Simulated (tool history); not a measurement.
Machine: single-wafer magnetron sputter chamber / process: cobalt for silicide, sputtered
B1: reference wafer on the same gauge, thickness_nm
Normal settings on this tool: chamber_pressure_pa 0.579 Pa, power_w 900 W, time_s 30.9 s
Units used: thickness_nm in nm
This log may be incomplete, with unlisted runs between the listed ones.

run 1 hour=0.0 | chamber_pressure_pa=0.712 power_w=900 time_s=30.9 | B1=15.207 | thickness_nm=13.168
run 2 hour=70.9 | chamber_pressure_pa=0.579 power_w=900 time_s=30.9 | B1=15.170 | thickness_nm=13.422
run 3 hour=106.7 | chamber_pressure_pa=0.498 power_w=900 time_s=26.9 | B1=15.171 | thickness_nm=11.896
run 4 hour=134.4 | chamber_pressure_pa=0.498 power_w=900 time_s=26.9 | B1=15.193 | thickness_nm=11.865
run 5 hour=162.5 | chamber_pressure_pa=0.579 power_w=900 time_s=30.9 | B1=15.186 | thickness_nm=13.424
run 6 hour=223.2 | chamber_pressure_pa=0.579 power_w=900 time_s=30.9 | B1=15.181 | thickness_nm=13.228
-- hour=244.1 sputter target and shields replaced
run 7 hour=268.9 | chamber_pressure_pa=0.696 power_w=1000 time_s=30.9 | B1=15.191 | thickness_nm=14.575
run 8 hour=296.4 | chamber_pressure_pa=0.696 power_w=1000 time_s=30.9 | B1=15.183 | thickness_nm=14.719
run 9 hour=340.3 | chamber_pressure_pa=0.579 power_w=900 time_s=26.7 | B1=15.197 | thickness_nm=11.595
run 10 hour=396.3 | chamber_pressure_pa=0.579 power_w=900 time_s=30.9 | B1=15.200 | thickness_nm=13.395
-- hour=430.4 capacitance manometer re-zeroed and calibrated
run 11 hour=466.9 | chamber_pressure_pa=0.579 power_w=900 time_s=30.9 | B1=15.196 | thickness_nm=13.405
run 12 hour=502.9 | chamber_pressure_pa=0.716 power_w=900 time_s=34.8 | B1=15.162 | thickness_nm=14.339
-- hour=517.0 sputter target and shields replaced
run 13 hour=557.7 | chamber_pressure_pa=0.716 power_w=900 time_s=34.8 | B1=15.188 | thickness_nm=14.748
run 14 hour=696.9 | chamber_pressure_pa=0.470 power_w=900 time_s=30.9 | B1=15.215 | thickness_nm=13.706
run 15 hour=732.9 | chamber_pressure_pa=0.656 power_w=900 time_s=30.9 | B1=15.216 | thickness_nm=13.022
run 16 hour=788.4 | chamber_pressure_pa=0.579 power_w=1000 time_s=30.9 | B1=15.217 | thickness_nm=14.574
-- hour=797.2 gauge calibrated
-- hour=807.3 sputter target and shields replaced
run 17 hour=830.9 | chamber_pressure_pa=0.792 power_w=850 time_s=34.0 | B1=15.167 | thickness_nm=13.264
run 18 hour=895.5 | chamber_pressure_pa=0.579 power_w=900 time_s=36.2 | B1=15.205 | thickness_nm=15.718
run 19 hour=966.1 | chamber_pressure_pa=0.759 power_w=750 time_s=30.9 | B1=15.210 | thickness_nm=10.729
-- hour=1006.5 magnet pack replaced
run 20 hour=1034.3 | chamber_pressure_pa=0.579 power_w=900 time_s=32.9 | B1=15.206 | thickness_nm=14.116
run 21 hour=1095.2 | chamber_pressure_pa=0.579 power_w=900 time_s=30.9 | B1=15.212 | thickness_nm=13.100
-- hour=1113.0 sputter target and shields replaced
run 22 hour=1125.2 | chamber_pressure_pa=0.786 power_w=850 time_s=28.6 | B1=15.163 | thickness_nm=11.300
run 23 hour=1149.9 | chamber_pressure_pa=0.579 power_w=900 time_s=30.9 | B1=15.182 | thickness_nm=13.481
run 24 hour=1207.1 | chamber_pressure_pa=0.579 power_w=900 time_s=33.5 | B1=15.203 | thickness_nm=14.732
run 25 hour=1271.3 | chamber_pressure_pa=0.579 power_w=900 time_s=30.9 | B1=15.227 | thickness_nm=13.477
run 26 hour=1299.9 | chamber_pressure_pa=0.719 power_w=1050 time_s=30.9 | B1=15.203 | thickness_nm=15.183
run 27 hour=1350.7 | chamber_pressure_pa=0.579 power_w=750 time_s=26.9 | B1=15.212 | thickness_nm=9.614
-- hour=1381.2 sputter target and shields replaced
run 28 hour=1409.7 | chamber_pressure_pa=0.579 power_w=900 time_s=29.3 | B1=15.213 | thickness_nm=12.800

Consider 5 possible next runs. They are alternatives, not a sequence: every one starts from the tool as it was left by run 28. What does each give?
run A hour=1410.1 | chamber_pressure_pa=0.579 power_w=900 time_s=30.9 | B1=? | thickness_nm=?
run B hour=1410.1 | chamber_pressure_pa=0.773 power_w=900 time_s=28.3 | B1=? | thickness_nm=?
run C hour=1410.1 | chamber_pressure_pa=0.579 power_w=900 time_s=26.6 | B1=? | thickness_nm=?
run D hour=1410.1 | chamber_pressure_pa=0.579 power_w=1100 time_s=30.9 | B1=? | thickness_nm=?
run E hour=1410.1 | chamber_pressure_pa=0.579 power_w=700 time_s=28.8 | B1=? | thickness_nm=?

run=A B1=15.187 thickness_nm=13.511
run=B B1=15.187 thickness_nm=11.845
run=C B1=15.187 thickness_nm=11.631
run=D B1=15.187 thickness_nm=16.514
run=E B1=15.187 thickness_nm=9.795
Had the tool no hidden state, the same runs would have come out as:
run=A thickness_nm=13.594
run=B thickness_nm=11.917
run=C thickness_nm=11.702
run=D thickness_nm=16.615
run=E thickness_nm=9.855
